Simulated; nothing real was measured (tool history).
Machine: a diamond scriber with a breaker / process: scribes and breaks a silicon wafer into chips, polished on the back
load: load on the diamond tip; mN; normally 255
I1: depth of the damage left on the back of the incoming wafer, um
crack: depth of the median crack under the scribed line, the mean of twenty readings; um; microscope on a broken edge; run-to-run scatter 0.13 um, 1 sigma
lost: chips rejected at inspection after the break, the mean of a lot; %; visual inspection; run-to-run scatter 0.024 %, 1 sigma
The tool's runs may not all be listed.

Run 1, hour 0: usual settings but load 273 mN; I1 0.03. Result: crack 14.54 um, lost 0.83 %.
Run 2, hour 67: usual settings but load 211 mN; I1 0.02. Result: crack 11.93 um, lost 4.96 %.
Run 3, hour 113.9: usual settings but load 211 mN; I1 0.01. Result: crack 11.87 um, lost 5.55 %.
At hour 158.4: load on the tip recalibrated.
Run 4, hour 200.2: usual settings but load 235 mN; I1 0.02. Result: crack 13.22 um, lost 2.12 %.
Run 5, hour 286.3: usual settings but load 235 mN; I1 0.01. Result: crack 12.93 um, lost 2.44 %.
Run 6, hour 339.4: usual settings but load 304 mN; I1 0.03. Result: crack 15.42 um, lost 0.82 %.
Run 7, hour 386.4: usual settings but load 304 mN; I1 0.02. Result: crack 15.14 um, lost 0.77 %.
Run 8, hour 464.7: usual settings but load 304 mN; I1 0.03. Result: crack 14.99 um, lost 0.78 %.
Run 9, hour 512.1: usual settings but load 326 mN; I1 0.02. Result: crack 15.3 um, lost 0.92 %.
Run 10, hour 611.7: usual settings but load 235 mN; I1 0.04. Result: crack 12.22 um, lost 4.71 %.
At hour 626: load on the tip recalibrated.
Run 11, hour 713.1: usual settings but load 217 mN; I1 0.02. Result: crack 11.47 um, lost 6.04 %.
At hour 719.2: diamond tip replaced by a new one.
Run 12, hour 814.8: usual settings; I1 0.04. Result: crack 14.51 um, lost 0.9 %.
Run 13, hour 871.5: usual settings but load 317 mN; I1 0.04. Result: crack 16.56 um, lost 1.89 %.
Run 14, hour 952.2: usual settings but load 230 mN; I1 0.02. Result: crack 12.91 um, lost 2.43 %.
Run 15, hour 1030.5: usual settings; I1 0.01. Result: crack 13.55 um, lost 1.28 %.
Run 16, hour 1089.9: usual settings but load 199 mN; I1 0.04. Result: crack 11.31 um, lost 6.98 %.
At hour 1131.7: load on the tip recalibrated.
Run 17, hour 1150.8: usual settings but load 192 mN; I1 0.02. Result: crack 11.56 um, lost 6.34 %.

3 ways to go on from here, each from the tool as it stands after run 17. What would each give?
Run A, hour 1151.4: usual settings but load 228 mN; I1 0.04. Result: crack ?, lost ?.
Run B, hour 1151.4: usual settings but load 300 mN; I1 0.04. Result: crack ?, lost ?.
Run C, hour 1151.4: usual settings but load 325 mN; I1 0.04. Result: crack ?, lost ?.

run  crack  lost
  A  13.08  2.25
  B  15.83  1.12
  C  16.73  2.05
With no hidden state in the tool, these same runs would have given:
run  crack  lost
  A  13.74  1.31
  B  16.63  1.92
  C  17.57  3.35

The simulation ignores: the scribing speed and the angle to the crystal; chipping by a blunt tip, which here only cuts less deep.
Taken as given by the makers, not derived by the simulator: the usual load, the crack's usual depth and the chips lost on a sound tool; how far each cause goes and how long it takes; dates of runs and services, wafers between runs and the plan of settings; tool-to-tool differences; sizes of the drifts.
